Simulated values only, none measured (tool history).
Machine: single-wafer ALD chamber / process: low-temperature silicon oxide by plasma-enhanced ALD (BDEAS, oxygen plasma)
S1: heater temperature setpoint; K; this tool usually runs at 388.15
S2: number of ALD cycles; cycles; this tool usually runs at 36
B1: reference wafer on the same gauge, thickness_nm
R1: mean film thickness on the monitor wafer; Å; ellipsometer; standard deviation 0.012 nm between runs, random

run	hour	S1	S2	B1	R1
1	0.0	377.15	33	5.871	46.13
2	46.1	377.15	33	5.867	45.84
3	253.3	388.15	36	5.866	48.99
4	308.3	388.15	36	5.868	48.73
5	384.2	388.15	36	5.868	49.02
6	446.6	400.15	36	5.869	47.72
7	521.4	400.15	36	5.872	47.62
8	594.2	381.15	39	5.869	53.77
9	694.4	377.15	36	5.871	50.10
10	734.9	377.15	36	5.871	50.20
11	841.3	395.15	33	5.873	44.04
12	921.9	395.15	33	5.870	44.13
# hour 955.9: gauge calibrated
13	958.9	388.15	36	5.870	48.89
14	1031.5	388.15	30	5.865	40.79
15	1073.5	392.15	41	5.870	55.29
# hour 1093.7: thermocouple changed; heater temperature recalibrated
16	1147.6	388.15	33	5.868	46.15
17	1212.4	388.15	36	5.871	50.10
18	1263.2	388.15	36	5.869	50.30
19	1327.6	388.15	36	5.872	50.13
# hour 1336.7: thermocouple changed; heater temperature recalibrated, repeated, since the last time left the tool worse
20	1394.5	392.15	34	5.866	46.19
21	1495.3	388.15	36	5.869	49.22
22	1550.6	388.15	43	5.874	58.90
23	1609.5	382.15	30	5.874	41.54
24	1677.9	388.15	34	5.871	46.57
25	1747.6	398.15	39	5.864	52.07
26	1854.1	383.15	36	5.868	49.83
27	1933.6	399.15	30	5.872	40.18

5 ways to go on from here, each from the tool as it stands after run 27. What would each give?
A	1934.1	384.15	36	?	?
B	1934.1	382.15	39	?	?
C	1934.1	376.15	30	?	?
D	1934.1	383.15	42	?	?
E	1934.1	376.15	41	?	?

run	B1	R1
A	5.872	49.69
B	5.872	54.06
C	5.872	42.11
D	5.872	58.10
E	5.872	57.54
With the hidden condition removed and each run's random variation left untouched, the same runs would have given:
run	R1
A	49.79
B	54.16
C	42.19
D	58.21
E	57.66
